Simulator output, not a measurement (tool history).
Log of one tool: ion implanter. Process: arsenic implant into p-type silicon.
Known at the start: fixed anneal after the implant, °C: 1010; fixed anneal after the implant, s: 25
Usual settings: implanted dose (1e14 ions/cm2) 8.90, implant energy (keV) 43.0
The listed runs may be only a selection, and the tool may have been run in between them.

| run | day | implanted dose (1e14 ions/cm2) | implant energy (keV) | read-back reference wafer on the same gauge, sheet resistance | sheet resistance of the implanted and annealed layer (ohm/square) |
|---|---|---|---|---|---|
| 1 | 0.000 | 7.69 | 43.0 | 146.02 | 148.76 |
|  | 2.079 | gauge calibrated |
| 2 | 2.925 | 7.18 | 43.0 | 146.07 | 155.37 |
| 3 | 5.162 | 7.18 | 43.0 | 146.00 | 154.00 |
| 4 | 7.012 | 7.19 | 54.0 | 146.06 | 149.64 |
| 5 | 8.496 | 8.90 | 43.0 | 146.01 | 131.51 |
| 6 | 11.425 | 8.90 | 43.0 | 145.91 | 132.33 |
| 7 | 12.483 | 8.90 | 43.0 | 146.05 | 131.55 |
| 8 | 13.954 | 6.81 | 43.0 | 145.89 | 160.71 |
| 9 | 16.796 | 9.60 | 39.5 | 145.98 | 126.31 |
| 10 | 18.346 | 9.60 | 39.5 | 146.11 | 125.60 |
|  | 20.183 | extraction supply calibrated |
|  | 20.775 | Faraday cup replaced and dose calibrated |
| 11 | 23.821 | 7.69 | 48.5 | 146.11 | 146.59 |
| 12 | 25.100 | 8.90 | 51.5 | 145.97 | 129.45 |
|  | 27.317 | gauge calibrated |
| 13 | 27.725 | 7.64 | 55.5 | 146.02 | 144.03 |
| 14 | 29.012 | 11.52 | 28.0 | 146.03 | 123.58 |
| 15 | 31.529 | 11.40 | 56.0 | 145.95 | 107.48 |
| 16 | 33.088 | 11.45 | 51.0 | 146.05 | 108.01 |
| 17 | 34.258 | 7.81 | 39.0 | 145.95 | 150.21 |
| 18 | 35.796 | 6.81 | 43.0 | 146.02 | 163.67 |
| 19 | 37.538 | 8.90 | 32.0 | 146.07 | 140.90 |
| 20 | 38.558 | 8.90 | 43.0 | 145.92 | 133.69 |
| 21 | 39.638 | 7.34 | 52.5 | 145.92 | 148.13 |

Results for each run, recomputed without the tool's hidden state and with each run's random variation untouched:
Unlogged tool condition in this case: deviation of the true dose from the Faraday cup's reading, %; deviation of the true energy from its setpoint, %; gauge reads high (%).
| run | sheet resistance of the implanted and annealed layer (ohm/square) |
|---|---|
| 1 | 150.19 |
| 2 | 157.19 |
| 3 | 156.06 |
| 4 | 151.88 |
| 5 | 133.50 |
| 6 | 134.64 |
| 7 | 133.96 |
| 8 | 164.09 |
| 9 | 128.97 |
| 10 | 128.42 |
| 11 | 146.85 |
| 12 | 129.68 |
| 13 | 144.35 |
| 14 | 123.79 |
| 15 | 107.77 |
| 16 | 108.32 |
| 17 | 150.74 |
| 18 | 164.35 |
| 19 | 141.50 |
| 20 | 134.32 |
| 21 | 148.95 |

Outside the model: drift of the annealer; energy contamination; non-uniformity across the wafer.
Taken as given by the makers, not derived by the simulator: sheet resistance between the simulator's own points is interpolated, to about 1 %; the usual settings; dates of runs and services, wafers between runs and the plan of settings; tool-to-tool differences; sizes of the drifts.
